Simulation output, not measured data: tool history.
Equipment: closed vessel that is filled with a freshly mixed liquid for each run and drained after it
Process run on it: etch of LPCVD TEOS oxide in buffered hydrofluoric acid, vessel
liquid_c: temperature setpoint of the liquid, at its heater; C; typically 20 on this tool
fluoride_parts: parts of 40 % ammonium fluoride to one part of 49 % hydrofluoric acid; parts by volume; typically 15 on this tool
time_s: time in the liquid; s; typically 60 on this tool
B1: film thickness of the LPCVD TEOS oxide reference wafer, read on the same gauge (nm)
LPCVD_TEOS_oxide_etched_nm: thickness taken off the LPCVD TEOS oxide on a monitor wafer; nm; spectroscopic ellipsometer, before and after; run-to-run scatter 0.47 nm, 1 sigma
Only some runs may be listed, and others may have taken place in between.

{"run": 1, "hour": 0.0, "liquid_c": 20, "fluoride_parts": 15, "time_s": 60, "B1": 79.97, "LPCVD_TEOS_oxide_etched_nm": 90.56}
{"run": 2, "hour": 9.5, "liquid_c": 20, "fluoride_parts": 15, "time_s": 60, "B1": 79.98, "LPCVD_TEOS_oxide_etched_nm": 89.99}
{"run": 3, "hour": 24.3, "liquid_c": 20, "fluoride_parts": 15, "time_s": 60, "B1": 80.04, "LPCVD_TEOS_oxide_etched_nm": 90.4}
{"run": 4, "hour": 31.5, "liquid_c": 20, "fluoride_parts": 15, "time_s": 60, "B1": 80.01, "LPCVD_TEOS_oxide_etched_nm": 91.02}
{"run": 5, "hour": 47.5, "liquid_c": 20, "fluoride_parts": 15, "time_s": 60, "B1": 80.05, "LPCVD_TEOS_oxide_etched_nm": 89.67}
{"run": 6, "hour": 54.2, "liquid_c": 20, "fluoride_parts": 18, "time_s": 75, "B1": 79.98, "LPCVD_TEOS_oxide_etched_nm": 94.06}
{"run": 7, "hour": 68.2, "liquid_c": 20, "fluoride_parts": 15, "time_s": 60, "B1": 80.03, "LPCVD_TEOS_oxide_etched_nm": 90.43}
{"run": 8, "hour": 78.7, "liquid_c": 20, "fluoride_parts": 15, "time_s": 60, "B1": 80.01, "LPCVD_TEOS_oxide_etched_nm": 89.79}
{"run": 9, "hour": 87.6, "liquid_c": 20, "fluoride_parts": 18, "time_s": 60, "B1": 80.02, "LPCVD_TEOS_oxide_etched_nm": 75.08}
{"run": 10, "hour": 94.3, "liquid_c": 20, "fluoride_parts": 18, "time_s": 60, "B1": 80.02, "LPCVD_TEOS_oxide_etched_nm": 74.5}
{"run": 11, "hour": 105.2, "liquid_c": 20, "fluoride_parts": 18, "time_s": 60, "B1": 80.02, "LPCVD_TEOS_oxide_etched_nm": 75.21}
{"run": 12, "hour": 116.7, "liquid_c": 20, "fluoride_parts": 17.5, "time_s": 60, "B1": 80.06, "LPCVD_TEOS_oxide_etched_nm": 76.31}
{"hour": 129.5, "done": "gauge calibrated"}
{"run": 13, "hour": 130.4, "liquid_c": 20, "fluoride_parts": 19.5, "time_s": 60, "B1": 79.96, "LPCVD_TEOS_oxide_etched_nm": 68.96}
{"run": 14, "hour": 137.1, "liquid_c": 23.5, "fluoride_parts": 15, "time_s": 60, "B1": 80.01, "LPCVD_TEOS_oxide_etched_nm": 108.93}
{"hour": 141.7, "done": "hydrofluoric acid flow meter replaced"}
{"run": 15, "hour": 185.8, "liquid_c": 24.5, "fluoride_parts": 11.5, "time_s": 60, "B1": 80.05, "LPCVD_TEOS_oxide_etched_nm": 147.94}
{"run": 16, "hour": 197.4, "liquid_c": 22, "fluoride_parts": 9, "time_s": 60, "B1": 80.04, "LPCVD_TEOS_oxide_etched_nm": 157.77}
{"run": 17, "hour": 210.1, "liquid_c": 20, "fluoride_parts": 15, "time_s": 60, "B1": 80, "LPCVD_TEOS_oxide_etched_nm": 88.67}
{"run": 18, "hour": 224.8, "liquid_c": 17, "fluoride_parts": 9, "time_s": 75, "B1": 80.03, "LPCVD_TEOS_oxide_etched_nm": 149.08}
{"run": 19, "hour": 234.2, "liquid_c": 17.5, "fluoride_parts": 15, "time_s": 80, "B1": 80.05, "LPCVD_TEOS_oxide_etched_nm": 102.21}
{"hour": 242.8, "done": "thermometer replaced"}
{"run": 20, "hour": 243.3, "liquid_c": 17, "fluoride_parts": 17, "time_s": 50, "B1": 80.01, "LPCVD_TEOS_oxide_etched_nm": 61.73}
{"run": 21, "hour": 251.6, "liquid_c": 20, "fluoride_parts": 15, "time_s": 60, "B1": 80.04, "LPCVD_TEOS_oxide_etched_nm": 98.78}
{"run": 22, "hour": 258.8, "liquid_c": 21.5, "fluoride_parts": 15, "time_s": 60, "B1": 80.02, "LPCVD_TEOS_oxide_etched_nm": 106.64}
{"run": 23, "hour": 294.8, "liquid_c": 20, "fluoride_parts": 10, "time_s": 60, "B1": 80.02, "LPCVD_TEOS_oxide_etched_nm": 147.04}
{"run": 24, "hour": 304.8, "liquid_c": 18, "fluoride_parts": 19, "time_s": 85, "B1": 80, "LPCVD_TEOS_oxide_etched_nm": 98.44}
{"run": 25, "hour": 320.1, "liquid_c": 18.5, "fluoride_parts": 15, "time_s": 60, "B1": 79.97, "LPCVD_TEOS_oxide_etched_nm": 90.37}

Predict each of these 5 candidate next runs independently; none follows another, all start after run 25:
{"run": "A", "hour": 320.8, "liquid_c": 20, "fluoride_parts": 11, "time_s": 60, "B1": "?", "LPCVD_TEOS_oxide_etched_nm": "?"}
{"run": "B", "hour": 320.8, "liquid_c": 20, "fluoride_parts": 15, "time_s": 45, "B1": "?", "LPCVD_TEOS_oxide_etched_nm": "?"}
{"run": "C", "hour": 320.8, "liquid_c": 18.5, "fluoride_parts": 20, "time_s": 30, "B1": "?", "LPCVD_TEOS_oxide_etched_nm": "?"}
{"run": "D", "hour": 320.8, "liquid_c": 23.5, "fluoride_parts": 15, "time_s": 50, "B1": "?", "LPCVD_TEOS_oxide_etched_nm": "?"}
{"run": "E", "hour": 320.8, "liquid_c": 21.5, "fluoride_parts": 12, "time_s": 45, "B1": "?", "LPCVD_TEOS_oxide_etched_nm": "?"}

run=A B1=80.02 LPCVD_TEOS_oxide_etched_nm=132.95
run=B B1=80.02 LPCVD_TEOS_oxide_etched_nm=73.58
run=C B1=80.02 LPCVD_TEOS_oxide_etched_nm=33.93
run=D B1=80.02 LPCVD_TEOS_oxide_etched_nm=99.28
run=E B1=80.02 LPCVD_TEOS_oxide_etched_nm=99.58
Take away the tool's hidden state, keep each run's random variation, and the runs would have read:
run=A LPCVD_TEOS_oxide_etched_nm=133.92
run=B LPCVD_TEOS_oxide_etched_nm=74.12
run=C LPCVD_TEOS_oxide_etched_nm=34.18
run=D LPCVD_TEOS_oxide_etched_nm=99.99
run=E LPCVD_TEOS_oxide_etched_nm=100.3

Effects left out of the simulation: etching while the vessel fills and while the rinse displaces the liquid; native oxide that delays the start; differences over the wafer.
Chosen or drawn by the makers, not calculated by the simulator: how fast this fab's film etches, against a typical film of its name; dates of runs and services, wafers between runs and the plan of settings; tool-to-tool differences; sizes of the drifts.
